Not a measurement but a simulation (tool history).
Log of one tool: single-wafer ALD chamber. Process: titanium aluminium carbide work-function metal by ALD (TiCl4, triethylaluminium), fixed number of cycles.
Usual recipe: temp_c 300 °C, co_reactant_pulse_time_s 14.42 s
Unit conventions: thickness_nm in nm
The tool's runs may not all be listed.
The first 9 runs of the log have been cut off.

run	hour	temp_c	co_reactant_pulse_time_s	read-back reference wafer on the same gauge, thickness_nm	thickness_nm
# hour 122.6: thermocouple changed; heater temperature recalibrated
10	126.2	309	9.9	1.809	1.992
11	135.4	309	9.9	1.812	1.983
12	153.3	300	14.42	1.809	1.958
# hour 157.3: gauge calibrated
13	161.3	300	14.42	1.811	1.951
# hour 169.8: showerhead replaced
14	178.4	300	11.02	1.81	1.928
15	193.6	300	11.95	1.81	1.944
16	202.1	300	11.95	1.809	1.936
17	209.1	300	14.42	1.81	1.942

For run 18, what comes out?
18	215.2	309	9.9	?	?

{"run 18": {"read-back reference wafer on the same gauge, thickness_nm": 1.811, "thickness_nm": 1.983}}
Take away the tool's hidden state, keep the run-to-run variation as it was, and the same run would have given thickness_nm 1.983 nm.

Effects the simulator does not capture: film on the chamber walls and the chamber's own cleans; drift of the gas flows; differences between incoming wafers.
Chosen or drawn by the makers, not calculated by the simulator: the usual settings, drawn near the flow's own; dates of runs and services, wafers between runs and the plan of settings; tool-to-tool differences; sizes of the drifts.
